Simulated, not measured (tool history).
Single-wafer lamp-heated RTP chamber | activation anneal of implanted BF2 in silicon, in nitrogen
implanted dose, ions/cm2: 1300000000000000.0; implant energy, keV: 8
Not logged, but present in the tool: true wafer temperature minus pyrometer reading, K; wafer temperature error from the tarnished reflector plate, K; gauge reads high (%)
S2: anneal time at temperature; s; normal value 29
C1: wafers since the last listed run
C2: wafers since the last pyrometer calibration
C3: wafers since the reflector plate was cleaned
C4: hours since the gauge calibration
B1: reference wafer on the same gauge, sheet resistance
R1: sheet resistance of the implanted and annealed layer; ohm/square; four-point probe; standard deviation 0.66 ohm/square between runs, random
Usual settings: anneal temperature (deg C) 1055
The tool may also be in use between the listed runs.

{"run": 1, "hour": 0.0, "anneal temperature (deg C)": 1033, "S2": 29, "C1": 0, "C2": 2444, "C3": 2444, "C4": 779.7, "B1": 143.04, "R1": 159.05}
{"run": 2, "hour": 29.9, "anneal temperature (deg C)": 1033, "S2": 29, "C1": 583, "C2": 3027, "C3": 3027, "C4": 809.6, "B1": 142.89, "R1": 157.75}
{"run": 3, "hour": 83.4, "anneal temperature (deg C)": 1055, "S2": 29, "C1": 1043, "C2": 4071, "C3": 4071, "C4": 863.1, "B1": 143.14, "R1": 139.25}
{"hour": 139.0, "done": "pyrometer window cleaned and pyrometer calibrated"}
{"run": 4, "hour": 139.5, "anneal temperature (deg C)": 1055, "S2": 29, "C1": 937, "C2": 9, "C3": 5008, "C4": 919.2, "B1": 142.91, "R1": 141.17}
{"run": 5, "hour": 197.3, "anneal temperature (deg C)": 1055, "S2": 29, "C1": 1127, "C2": 1136, "C3": 6136, "C4": 977, "B1": 142.88, "R1": 142.11}
{"run": 6, "hour": 267.8, "anneal temperature (deg C)": 1055, "S2": 29, "C1": 1374, "C2": 2511, "C3": 7510, "C4": 1047.5, "B1": 142.86, "R1": 140.13}
{"run": 7, "hour": 330.7, "anneal temperature (deg C)": 1055, "S2": 16, "C1": 1226, "C2": 3737, "C3": 8737, "C4": 1110.4, "B1": 143.15, "R1": 153.75}
{"hour": 394.1, "done": "reflector plate cleaned"}
{"hour": 425.1, "done": "pyrometer window cleaned and pyrometer calibrated"}
{"run": 8, "hour": 533.5, "anneal temperature (deg C)": 1055, "S2": 16, "C1": 3642, "C2": 2114, "C3": 2562, "C4": 1313.2, "B1": 142.98, "R1": 155.55}
{"run": 9, "hour": 569.2, "anneal temperature (deg C)": 1055, "S2": 29, "C1": 696, "C2": 2810, "C3": 3258, "C4": 1348.9, "B1": 142.89, "R1": 138.93}
{"run": 10, "hour": 595.9, "anneal temperature (deg C)": 1055, "S2": 29, "C1": 520, "C2": 3331, "C3": 3778, "C4": 1375.6, "B1": 143.09, "R1": 138.73}
{"run": 11, "hour": 647.1, "anneal temperature (deg C)": 1055, "S2": 29, "C1": 998, "C2": 4329, "C3": 4777, "C4": 1426.8, "B1": 142.85, "R1": 137.87}
{"run": 12, "hour": 717.1, "anneal temperature (deg C)": 1055, "S2": 29, "C1": 1364, "C2": 5694, "C3": 6142, "C4": 1496.8, "B1": 143.28, "R1": 134.86}
{"hour": 737.1, "done": "pyrometer window cleaned and pyrometer calibrated"}
{"run": 13, "hour": 742.3, "anneal temperature (deg C)": 1055, "S2": 29, "C1": 335, "C2": 100, "C3": 6477, "C4": 1522, "B1": 142.63, "R1": 140.94}
{"run": 14, "hour": 800.6, "anneal temperature (deg C)": 1035, "S2": 34, "C1": 1136, "C2": 1237, "C3": 7614, "C4": 1580.3, "B1": 143.05, "R1": 151.82}
{"hour": 804.8, "done": "gauge calibrated"}
{"run": 15, "hour": 869.4, "anneal temperature (deg C)": 1039, "S2": 29, "C1": 1341, "C2": 2579, "C3": 8956, "C4": 64.6, "B1": 142.81, "R1": 153.73}
{"run": 16, "hour": 917.7, "anneal temperature (deg C)": 1034, "S2": 43, "C1": 941, "C2": 3521, "C3": 9897, "C4": 112.9, "B1": 142.83, "R1": 145.06}
{"run": 17, "hour": 966.6, "anneal temperature (deg C)": 1028, "S2": 33, "C1": 953, "C2": 4474, "C3": 10851, "C4": 161.8, "B1": 142.71, "R1": 157.35}
{"run": 18, "hour": 1002.5, "anneal temperature (deg C)": 1067, "S2": 21, "C1": 700, "C2": 5174, "C3": 11551, "C4": 197.7, "B1": 142.87, "R1": 132.41}
{"hour": 1056.8, "done": "reflector plate cleaned"}
{"run": 19, "hour": 1072.6, "anneal temperature (deg C)": 1034, "S2": 43, "C1": 1210, "C2": 6385, "C3": 307, "C4": 267.8, "B1": 143.17, "R1": 143.13}
{"hour": 1089.3, "done": "pyrometer window cleaned and pyrometer calibrated"}
{"run": 20, "hour": 1105.5, "anneal temperature (deg C)": 1071, "S2": 24, "C1": 485, "C2": 316, "C3": 792, "C4": 300.7, "B1": 142.94, "R1": 128.54}
{"run": 21, "hour": 1147.2, "anneal temperature (deg C)": 1039, "S2": 18, "C1": 813, "C2": 1129, "C3": 1605, "C4": 342.4, "B1": 142.99, "R1": 170.17}
{"run": 22, "hour": 1202.0, "anneal temperature (deg C)": 1047, "S2": 29, "C1": 1068, "C2": 2198, "C3": 2674, "C4": 397.2, "B1": 143.21, "R1": 148.75}
{"run": 23, "hour": 1269.3, "anneal temperature (deg C)": 1065, "S2": 38, "C1": 1312, "C2": 3510, "C3": 3986, "C4": 464.5, "B1": 142.9, "R1": 121.03}

The next listed run, before its measurement:
{"run": 24, "hour": 1302.3, "anneal temperature (deg C)": 1063, "S2": 18, "C1": 643, "C2": 4154, "C3": 4630, "C4": 497.5, "B1": "?", "R1": "?"}

Run 24 measured B1 142.98, R1 142.92 ohm/square.
On a tool with no hidden condition, and with the same random variation, this run would have come out at R1 145.82 ohm/square.

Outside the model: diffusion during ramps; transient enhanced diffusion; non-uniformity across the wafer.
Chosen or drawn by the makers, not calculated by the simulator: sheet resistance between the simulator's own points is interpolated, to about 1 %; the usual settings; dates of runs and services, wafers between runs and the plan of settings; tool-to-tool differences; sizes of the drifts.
